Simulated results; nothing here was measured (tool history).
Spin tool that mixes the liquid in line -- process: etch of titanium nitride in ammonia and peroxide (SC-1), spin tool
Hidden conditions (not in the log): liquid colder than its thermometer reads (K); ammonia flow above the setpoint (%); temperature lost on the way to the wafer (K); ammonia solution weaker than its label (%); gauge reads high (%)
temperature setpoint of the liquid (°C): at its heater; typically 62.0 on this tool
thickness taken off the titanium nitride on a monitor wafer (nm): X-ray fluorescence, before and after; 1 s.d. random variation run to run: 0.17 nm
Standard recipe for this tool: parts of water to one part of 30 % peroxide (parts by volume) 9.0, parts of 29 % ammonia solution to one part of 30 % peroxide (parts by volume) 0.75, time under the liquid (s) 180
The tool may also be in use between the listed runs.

run,hour,temperature setpoint of the liquid (°C),parts of water to one part of 30 % peroxide (parts by volume),parts of 29 % ammonia solution to one part of 30 % peroxide (parts by volume),time under the liquid (s),wafers since the last listed run,hours since the thermometer was replaced,hours since the ammonia flow meter was replaced,hours since the heated supply line was repaired,hours since the drum of ammonia solution was connected,hours since the gauge calibration,"read-back film thickness of the titanium nitride reference wafer, read on the same gauge (nm)",thickness taken off the titanium nitride on a monitor wafer (nm)
1,0.0,62.0,9.0,0.75,180,0,493.9,919.8,78.3,2.5,1526.1,90.02,25.58
2,55.1,62.0,9.0,0.75,180,322,549.0,974.9,133.4,57.6,1581.2,90.00,25.37
3,83.4,62.0,11.5,0.75,180,165,577.3,1003.2,161.7,85.9,1609.5,90.01,22.45
4,145.9,62.0,9.0,0.75,145,365,639.8,1065.7,224.2,148.4,1672.0,90.02,20.37
# hour 178.2: ammonia flow meter replaced
5,184.9,62.0,9.0,0.75,180,222,678.8,6.7,263.2,187.4,1711.0,90.00,24.92
6,220.5,62.0,9.0,0.75,180,208,714.4,42.3,298.8,223.0,1746.6,89.98,25.09
7,331.1,62.0,9.0,0.75,180,646,825.0,152.9,409.4,333.6,1857.2,90.01,24.70
8,386.5,62.0,9.0,0.75,180,323,880.4,208.3,464.8,389.0,1912.6,89.99,24.44
# hour 409.0: new drum of ammonia solution connected
9,457.1,62.0,9.0,0.75,225,406,951.0,278.9,535.4,48.1,1983.2,90.01,30.26
10,508.4,62.0,9.0,0.50,80,299,1002.3,330.2,586.7,99.4,2034.5,89.99,10.02
# hour 546.8: thermometer replaced
11,548.2,62.0,5.5,0.75,125,226,1.4,370.0,626.5,139.2,2074.3,90.01,21.15
12,593.6,62.0,10.5,0.50,180,265,46.8,415.4,671.9,184.6,2119.7,90.03,20.70
# hour 637.6: heated supply line repaired
13,656.4,62.0,9.0,0.75,180,361,109.6,478.2,18.8,247.4,2182.5,90.02,25.36
# hour 686.2: gauge calibrated
14,719.0,62.0,7.0,1.00,210,366,172.2,540.8,81.4,310.0,32.8,89.99,34.74
15,786.4,62.0,13.0,0.50,90,394,239.6,608.2,148.8,377.4,100.2,90.00,9.50
16,828.5,69.5,5.0,1.10,265,246,281.7,650.3,190.9,419.5,142.3,89.99,81.84
17,878.8,58.5,13.5,1.00,135,294,332.0,700.6,241.2,469.8,192.6,90.00,12.67

Run 18 comes next. What will it give?
# hour 885.5: new drum of ammonia solution connected
18,905.9,62.0,9.0,0.75,180,152,359.1,727.7,268.3,20.4,219.7,?,?

read-back film thickness of the titanium nitride reference wafer, read on the same gauge (nm): 90.00
thickness taken off the titanium nitride on a monitor wafer (nm): 24.60
Take away the tool's hidden state, keep the run-to-run variation as it was, and the same run would have given thickness taken off the titanium nitride on a monitor wafer (nm) 25.99.
